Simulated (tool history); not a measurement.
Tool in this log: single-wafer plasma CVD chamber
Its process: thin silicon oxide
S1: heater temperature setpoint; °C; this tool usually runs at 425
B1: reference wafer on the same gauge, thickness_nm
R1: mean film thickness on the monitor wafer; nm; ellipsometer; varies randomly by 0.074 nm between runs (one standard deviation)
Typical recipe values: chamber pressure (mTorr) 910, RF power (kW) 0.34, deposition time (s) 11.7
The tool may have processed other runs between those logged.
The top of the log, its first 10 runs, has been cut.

Run 11, hour 399.2: usual settings; B1 27.573. Result: R1 22.2 nm.
Run 12, hour 468.3: usual settings but S1 412 °C, RF power (kW) 0.29; B1 27.581. Result: R1 21.219 nm.
Run 13, hour 506.6: usual settings; B1 27.612. Result: R1 22.228 nm.
At hour 553.3: RF generator calibrated.
Run 14, hour 553.8: usual settings; B1 27.568. Result: R1 22.296 nm.
Run 15, hour 619.7: usual settings but deposition time (s) 13; B1 27.6. Result: R1 24.644 nm.
At hour 670: showerhead replaced.
Run 16, hour 687.5: usual settings but S1 433 °C, RF power (kW) 0.295, deposition time (s) 10.9; B1 27.602. Result: R1 19.518 nm.
Run 17, hour 722.6: usual settings; B1 27.603. Result: R1 22.237 nm.
Run 18, hour 789.9: usual settings but RF power (kW) 0.3, deposition time (s) 9.6; B1 27.577. Result: R1 17.348 nm.
Run 19, hour 848.6: usual settings but RF power (kW) 0.28; B1 27.573. Result: R1 20.486 nm.
At hour 873.9: thermocouple changed; heater temperature recalibrated.
At hour 880.7: capacitance manometer re-zeroed and calibrated.
Run 20, hour 907.2: usual settings; B1 27.607. Result: R1 23.4 nm.
Run 21, hour 955: usual settings; B1 27.61. Result: R1 23.309 nm.
Run 22, hour 989.6: usual settings but chamber pressure (mTorr) 686, deposition time (s) 12.9; B1 27.604. Result: R1 21.037 nm.
Run 23, hour 1120.7: usual settings but S1 411 °C, chamber pressure (mTorr) 807, RF power (kW) 0.3, deposition time (s) 14; B1 27.622. Result: R1 24.731 nm.
Run 24, hour 1150.2: usual settings; B1 27.591. Result: R1 23.347 nm.
Run 25, hour 1212.7: usual settings but S1 421 °C; B1 27.589. Result: R1 23.479 nm.
Run 26, hour 1369.9: usual settings; B1 27.576. Result: R1 23.379 nm.
Run 27, hour 1394.7: usual settings but S1 439 °C, deposition time (s) 13.1; B1 27.589. Result: R1 25.847 nm.
Run 28, hour 1460.6: usual settings but chamber pressure (mTorr) 1002, deposition time (s) 9.4; B1 27.592. Result: R1 20.062 nm.
Run 29, hour 1524.1: usual settings; B1 27.59. Result: R1 23.359 nm.
At hour 1568: RF generator calibrated.
Run 30, hour 1568.5: usual settings but deposition time (s) 10.7; B1 27.592. Result: R1 21.417 nm.

Consider 3 possible next runs. They are alternatives, not a sequence: every one starts from the tool as it was left by run 30. What does each give?
Run A, hour 1568.9: usual settings; B1 ?. Result: R1 ?.
Run B, hour 1568.9: usual settings but RF power (kW) 0.295, deposition time (s) 10.7; B1 ?. Result: R1 ?.
Run C, hour 1568.9: usual settings but chamber pressure (mTorr) 845; B1 ?. Result: R1 ?.

run      B1      R1
  A  27.603  23.228
  B  27.603  20.141
  C  27.603  22.065
Had the tool no hidden state, the same runs would have come out as:
run      R1
  A   23.23
  B  20.142
  C  22.067
